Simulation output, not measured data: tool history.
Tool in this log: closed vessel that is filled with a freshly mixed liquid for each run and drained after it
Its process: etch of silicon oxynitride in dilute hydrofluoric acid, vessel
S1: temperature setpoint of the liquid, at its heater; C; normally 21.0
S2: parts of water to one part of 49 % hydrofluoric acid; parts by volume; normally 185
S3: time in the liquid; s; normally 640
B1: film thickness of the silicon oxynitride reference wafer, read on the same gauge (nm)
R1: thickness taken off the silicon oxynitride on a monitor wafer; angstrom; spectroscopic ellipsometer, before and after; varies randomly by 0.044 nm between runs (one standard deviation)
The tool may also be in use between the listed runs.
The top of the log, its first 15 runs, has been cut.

Run 16, hour 175.5: usual settings but S1 18.5 C, S2 240 parts by volume; B1 59.99. Result: R1 49.6 angstrom.
Run 17, hour 187.0: usual settings but S1 18.0 C, S3 440 s; B1 60.01. Result: R1 44.6 angstrom.
Run 18, hour 203.0: usual settings; B1 60.03. Result: R1 74.3 angstrom.
At hour 213.8: hydrofluoric acid flow meter replaced.
Run 19, hour 234.8: usual settings but S1 18.5 C, S2 240 parts by volume; B1 60.00. Result: R1 49.4 angstrom.
Run 20, hour 241.5: usual settings; B1 59.99. Result: R1 74.9 angstrom.
Run 21, hour 254.4: usual settings but S1 24.0 C, S2 130 parts by volume, S3 385 s; B1 60.01. Result: R1 75.9 angstrom.
Run 22, hour 267.5: usual settings but S1 18.0 C, S2 215 parts by volume, S3 255 s; B1 60.01. Result: R1 21.6 angstrom.
Run 23, hour 282.6: usual settings but S1 19.0 C; B1 59.99. Result: R1 68.4 angstrom.
Run 24, hour 292.9: usual settings but S1 26.0 C, S2 270 parts by volume, S3 980 s; B1 59.99. Result: R1 90.9 angstrom.
Run 25, hour 299.3: usual settings but S2 95 parts by volume; B1 60.05. Result: R1 155.1 angstrom.
Run 26, hour 344.3: usual settings but S2 245 parts by volume; B1 60.00. Result: R1 54.6 angstrom.
Run 27, hour 362.0: usual settings but S1 19.0 C; B1 60.05. Result: R1 68.3 angstrom.
Run 28, hour 368.8: usual settings but S1 17.0 C, S2 115 parts by volume, S3 945 s; B1 60.01. Result: R1 154.1 angstrom.
Run 29, hour 383.9: usual settings but S2 150 parts by volume; B1 60.03. Result: R1 95.2 angstrom.
Run 30, hour 391.7: usual settings but S1 18.0 C, S2 230 parts by volume, S3 300 s; B1 60.03. Result: R1 24.1 angstrom.
Run 31, hour 405.4: usual settings but S1 17.0 C, S2 245 parts by volume, S3 920 s; B1 59.99. Result: R1 65.1 angstrom.
Run 32, hour 422.0: usual settings but S1 23.5 C, S2 110 parts by volume, S3 855 s; B1 59.95. Result: R1 201.3 angstrom.

5 options for the next run, each taken on its own from the tool as it stands now. Forecast them:
Run A, hour 422.8: usual settings but S3 395 s; B1 ?. Result: R1 ?.
Run B, hour 422.8: usual settings but S1 18.5 C, S3 345 s; B1 ?. Result: R1 ?.
Run C, hour 422.8: usual settings but S3 450 s; B1 ?. Result: R1 ?.
Run D, hour 422.8: usual settings but S2 220 parts by volume; B1 ?. Result: R1 ?.
Run E, hour 422.8: usual settings but S1 25.5 C, S2 275 parts by volume, S3 435 s; B1 ?. Result: R1 ?.

run     B1    R1
  A  60.03  46.7
  B  60.03  36.3
  C  60.03  53.1
  D  60.03  62.1
  E  60.03  39.5
With the hidden condition removed and each run's random variation left untouched, the same runs would have given:
run    R1
  A  45.8
  B  35.6
  C  52.2
  D  60.9
  E  38.8
